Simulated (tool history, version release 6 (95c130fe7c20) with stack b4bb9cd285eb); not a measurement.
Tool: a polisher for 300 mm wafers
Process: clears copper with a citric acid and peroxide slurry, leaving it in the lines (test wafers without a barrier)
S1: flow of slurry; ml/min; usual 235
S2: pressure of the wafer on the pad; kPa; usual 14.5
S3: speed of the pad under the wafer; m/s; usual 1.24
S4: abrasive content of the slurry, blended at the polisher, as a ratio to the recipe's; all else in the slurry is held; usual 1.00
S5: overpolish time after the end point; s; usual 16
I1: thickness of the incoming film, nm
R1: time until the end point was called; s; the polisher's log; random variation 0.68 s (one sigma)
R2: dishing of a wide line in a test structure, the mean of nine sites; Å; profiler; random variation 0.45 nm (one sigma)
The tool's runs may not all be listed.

run	hour	S1	S2	S3	S4	S5	I1	R1	R2
1	0.0	235	14.5	1.24	1.00	16	150.1	64.1	283
2	33.0	235	15.9	1.24	1.00	16	151.7	59.5	313
3	59.9	235	14.5	1.24	1.00	16	149.6	65.1	283
# hour 105.2: worn pad replaced by a new one
4	126.1	235	14.5	1.24	1.00	16	150.2	65.8	286
5	165.8	235	14.5	1.24	1.00	7	147.5	64.2	131
6	204.6	235	12.4	1.24	1.20	16	151.8	72.6	258
7	251.8	235	14.5	1.24	1.00	16	150.5	63.6	284
8	297.8	235	17.9	1.24	1.00	16	151.6	53.8	348
9	328.8	235	9.7	1.24	1.00	16	149.5	94.9	197
# hour 362.4: slurry blender recalibrated
10	381.3	235	14.5	1.24	1.00	16	147.8	63.1	281
11	418.0	235	14.5	1.24	1.00	16	151.8	66.5	282
12	454.3	235	14.5	1.24	1.25	16	152.3	62.2	302
13	485.8	160	12.4	1.24	0.85	23	151.7	84.3	316
# hour 501.4: slurry nozzle cleaned
# hour 584.3: worn pad replaced by a new one
14	593.4	235	16.5	1.24	1.00	16	151.3	57.8	325
15	646.6	235	14.5	1.24	1.00	7	148.9	64.8	136
16	681.3	235	17.9	1.24	1.15	16	149.0	51.0	357
# hour 707.8: head pressure recalibrated
17	736.4	235	14.5	1.24	1.00	16	149.7	64.7	281
18	792.2	235	16.5	1.24	1.00	16	150.3	57.6	320
# hour 821.5: slurry blender recalibrated
19	822.0	235	14.5	1.24	0.90	16	151.1	66.6	275
20	872.0	260	17.2	1.24	0.90	16	148.4	54.4	327

Run 21 comes next. What will it give?
21	940.3	235	14.5	1.24	1.00	16	148.0	?	?

{"run 21": {"R1": 63.6, "R2": 283}}
Without the tool's hidden state the same run would have given R1 63.6 s, R2 283 Å.

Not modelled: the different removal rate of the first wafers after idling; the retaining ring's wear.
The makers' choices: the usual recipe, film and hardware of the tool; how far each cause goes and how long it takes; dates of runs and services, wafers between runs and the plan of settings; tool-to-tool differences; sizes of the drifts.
